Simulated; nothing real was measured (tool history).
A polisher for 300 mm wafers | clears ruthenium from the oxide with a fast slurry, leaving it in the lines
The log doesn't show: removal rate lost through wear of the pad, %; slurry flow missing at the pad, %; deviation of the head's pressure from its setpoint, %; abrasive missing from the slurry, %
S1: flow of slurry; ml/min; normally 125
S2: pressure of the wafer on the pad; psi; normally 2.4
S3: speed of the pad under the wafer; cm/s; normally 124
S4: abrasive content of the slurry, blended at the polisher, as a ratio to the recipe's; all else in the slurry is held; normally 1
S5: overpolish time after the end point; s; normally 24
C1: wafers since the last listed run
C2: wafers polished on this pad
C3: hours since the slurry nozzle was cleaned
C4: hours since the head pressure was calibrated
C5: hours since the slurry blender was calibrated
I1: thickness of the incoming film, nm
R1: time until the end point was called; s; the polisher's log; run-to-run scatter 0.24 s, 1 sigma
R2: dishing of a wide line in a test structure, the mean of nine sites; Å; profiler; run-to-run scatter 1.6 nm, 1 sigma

run   hour   S1   S2   S3    S4  S5   C1    C2     C3      C4     C5     I1    R1   R2
  1      0  125  2.4  124     1  24    0   612  137.9   912.6   29.2  140.2  30.1  720
  2   41.1  125  2.4  124     1  24  294   906    179   953.7   70.3  142.6  30.6  684
      49.8  -- worn pad replaced by a new one
  3   84.2  125  2.4  124     1  24  279   246  222.1   996.8  113.4  139.6    29  725
  4  114.2  125  2.4  124     1  24  214   461  252.1  1026.8  143.4  140.3  29.9  703
     139.1  -- slurry blender recalibrated
  5  184.6  125  2.4  124     1  24  489   951  322.5  1097.2   45.5    140  30.1  691
     204.7  -- worn pad replaced by a new one
  6  216.7  125  2.4  124     1  24  201    86  354.6  1129.3   77.6  139.6  29.3  719
     277.7  -- slurry blender recalibrated
  7  285.5  125  2.4  158     1  24  478   564  423.4  1198.1    7.8  140.2  23.8  820
  8  351.8  125  2.4  124     1  24  474  1039  489.7  1264.4   74.1  139.5  29.8  714
     357.4  -- worn pad replaced by a new one
  9  406.2  145  2.7  124   1.1  24  360   349  544.1  1318.8  128.5  141.6  25.3  809
     422.6  -- slurry blender recalibrated
 10  430.7  125  2.6  102  1.25  33  161   510  568.6  1343.3    8.1  139.7  30.1  848
 11    490  165  2.8  124     1  24  424   934  627.9  1402.6   67.4  141.2    25  789
     515.7  -- worn pad replaced by a new one
     554.5  -- head pressure recalibrated
     558.7  -- slurry blender recalibrated
 12  559.9  125  2.4  124     1  24  443   287  697.8     5.4    1.2  141.8  29.7  737
 13  605.7  125  2.4  124     1  24  327   615  743.6    51.2     47  138.7    30  698
     612.1  -- slurry nozzle cleaned
 14  659.6  125  2.4   92     1  24  378   994   47.5   105.1  100.9  140.5  40.9  563
     683.2  -- worn pad replaced by a new one
     690.9  -- slurry blender recalibrated
 15  703.8  150  1.8  124  0.75  18  273   133   91.7   149.3   12.9  139.8    44  421
 16  729.9  125  1.6  124   0.9  17  186   320  117.8   175.4     39  140.6  46.7  384
 17  773.8  125  2.4  124     1  24  314   634  161.7   219.3   82.9  140.5  30.1  694

Forecast each of these 3 alternatives for the next run:
  A  774.2  125  2.4  124   1  24   2  637  162.1  219.7  83.3  138.1   ?   ?
  B  774.2  125  2.4  124   1  31   2  637  162.1  219.7  83.3  138.1   ?   ?
  C  774.2  160  2.4  136   1  24   2  637  162.1  219.7  83.3  138.1   ?   ?

run    R1   R2
  A  29.5  679
  B  29.5  794
  C    26  736
What these runs would have given with no unlogged condition in the tool:
run    R1   R2
  A  28.1  701
  B  28.1  817
  C  24.7  759
